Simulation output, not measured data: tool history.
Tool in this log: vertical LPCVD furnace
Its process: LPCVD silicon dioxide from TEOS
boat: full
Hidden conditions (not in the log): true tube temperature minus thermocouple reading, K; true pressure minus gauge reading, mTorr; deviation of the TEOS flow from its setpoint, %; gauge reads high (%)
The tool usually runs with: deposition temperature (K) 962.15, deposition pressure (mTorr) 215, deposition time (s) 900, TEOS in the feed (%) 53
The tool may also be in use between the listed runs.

run   hour  deposition temperature (K)  deposition pressure (mTorr)  deposition time (s)  TEOS in the feed (%)  wafers since the last listed run  hours since the last temperature calibration  hours since the pressure gauge was zeroed  hours since the TEOS flow controller was replaced  hours since the gauge calibration  read-back reference wafer on the same gauge, thickness  film thickness on the monitor wafer in the middle of the boat (angstrom)
  1    0.0                      962.15                          215                  900                    53                                 0                                        4789.2                                     3647.3                                             2878.3                              198.1                                                   65.67                                                                     596.3
  2   12.9                      962.15                          215                  900                    53                               241                                        4802.1                                     3660.2                                             2891.2                              211.0                                                   65.76                                                                     592.4
  3   32.4                      962.15                          215                  900                    53                               365                                        4821.6                                     3679.7                                             2910.7                              230.5                                                   65.73                                                                     594.0
  4   51.3                      962.15                          215                  900                    53                               354                                        4840.5                                     3698.6                                             2929.6                              249.4                                                   65.70                                                                     594.9
  5   73.1                      962.15                          240                  900                    53                               408                                        4862.3                                     3720.4                                             2951.4                              271.2                                                   65.67                                                                     626.7
     124.3  -- thermocouples replaced and temperature profile calibrated
  6  124.8                      962.15                          240                  900                    53                               519                                           0.5                                     3772.1                                             3003.1                              322.9                                                   65.61                                                                     628.3
  7  128.2                      962.15                          240                  900                    53                                63                                           3.9                                     3775.5                                             3006.5                              326.3                                                   65.72                                                                     625.0
  8  139.1                      962.15                          215                  900                    53                               204                                          14.8                                     3786.4                                             3017.4                              337.2                                                   65.76                                                                     596.5
  9  161.2                      962.15                          215                  900                    53                               414                                          36.9                                     3808.5                                             3039.5                              359.3                                                   65.72                                                                     594.5
     172.3  -- gauge calibrated
     185.7  -- pressure gauge zeroed
     192.5  -- TEOS flow controller replaced
 10  193.0                      967.15                          215                  900                    53                                20                                          68.7                                        7.3                                                0.5                               20.7                                                   65.75                                                                     669.5
 11  213.7                      962.15                          215                  750                    53                               388                                          89.4                                       28.0                                               21.2                               41.4                                                   65.66                                                                     495.9
 12  238.6                      958.15                          215                  900                    53                               467                                         114.3                                       52.9                                               46.1                               66.3                                                   65.66                                                                     542.1
 13  274.5                      958.15                          255                  900                    53                               673                                         150.2                                       88.8                                               82.0                              102.2                                                   65.75                                                                     588.8
 14  289.4                      962.15                          215                  900                    53                               279                                         165.1                                      103.7                                               96.9                              117.1                                                   65.69                                                                     594.3
 15  320.7                      962.15                          215                  900                    53                               587                                         196.4                                      135.0                                              128.2                              148.4                                                   65.76                                                                     592.8
 16  351.2                      955.15                          215                  900                    53                               572                                         226.9                                      165.5                                              158.7                              178.9                                                   65.64                                                                     501.8
 17  375.7                      973.15                          215                  900                    53                               459                                         251.4                                      190.0                                              183.2                              203.4                                                   65.79                                                                     772.6
 18  395.9                      967.15                          235                  720                    61                               378                                         271.6                                      210.2                                              203.4                              223.6                                                   65.62                                                                     602.2

3 ways to go on from here, each from the tool as it stands after run 18. What would each give?
  A  399.4                      962.15                          215                  900                    53                                65                                         275.1                                      213.7                                              206.9                              227.1                                                       ?                                                                         ?
  B  399.4                      973.15                          240                  900                    57                                65                                         275.1                                      213.7                                              206.9                              227.1                                                       ?                                                                         ?
  C  399.4                      957.15                          215                  900                    53                                65                                         275.1                                      213.7                                              206.9                              227.1                                                       ?                                                                         ?

run  read-back reference wafer on the same gauge, thickness  film thickness on the monitor wafer in the middle of the boat (angstrom)
  A                                                   65.69                                                                     595.6
  B                                                   65.69                                                                     845.4
  C                                                   65.69                                                                     528.5
The same runs, with their run-to-run variation unchanged, on a tool lacking any hidden condition would have given:
run  film thickness on the monitor wafer in the middle of the boat (angstrom)
  A                                                                     595.6
  B                                                                     845.4
  C                                                                     528.5
